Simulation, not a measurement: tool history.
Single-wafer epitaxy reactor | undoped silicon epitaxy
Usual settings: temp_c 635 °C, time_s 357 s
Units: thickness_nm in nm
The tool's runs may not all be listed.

| run | hour | temp_c | time_s | read-back reference wafer on the same gauge, thickness_nm | thickness_nm |
|---|---|---|---|---|---|
| 1 | 0.0 | 635 | 357 | 50.804 | 37.215 |
| 2 | 12.6 | 635 | 357 | 50.842 | 37.550 |
| 3 | 22.1 | 635 | 357 | 50.824 | 37.253 |
| 4 | 37.1 | 635 | 357 | 50.819 | 37.351 |
| 5 | 47.6 | 635 | 357 | 50.811 | 37.394 |
| 6 | 59.5 | 635 | 357 | 50.797 | 37.327 |
| 7 | 73.4 | 635 | 389 | 50.807 | 40.969 |
| 8 | 83.6 | 635 | 389 | 50.792 | 40.814 |
|  | 104.1 | pyrometer calibrated |
| 9 | 104.6 | 623 | 357 | 50.808 | 31.907 |
| 10 | 115.2 | 635 | 357 | 50.807 | 43.021 |
| 11 | 123.4 | 630 | 357 | 50.792 | 37.744 |
| 12 | 139.8 | 635 | 357 | 50.798 | 42.710 |
| 13 | 154.9 | 635 | 399 | 50.793 | 47.792 |
| 14 | 164.9 | 635 | 357 | 50.804 | 42.460 |
| 15 | 180.1 | 635 | 381 | 50.818 | 45.481 |
|  | 181.9 | gauge calibrated |
| 16 | 192.0 | 631 | 423 | 50.808 | 45.410 |
| 17 | 204.3 | 635 | 381 | 50.795 | 45.110 |

Forecast run 18:
| 18 | 247.2 | 635 | 335 | ? | ? |

read-back reference wafer on the same gauge, thickness_nm: 50.854
thickness_nm: 39.201 nm
Without the tool's hidden state the same run would have given thickness_nm 40.837 nm.
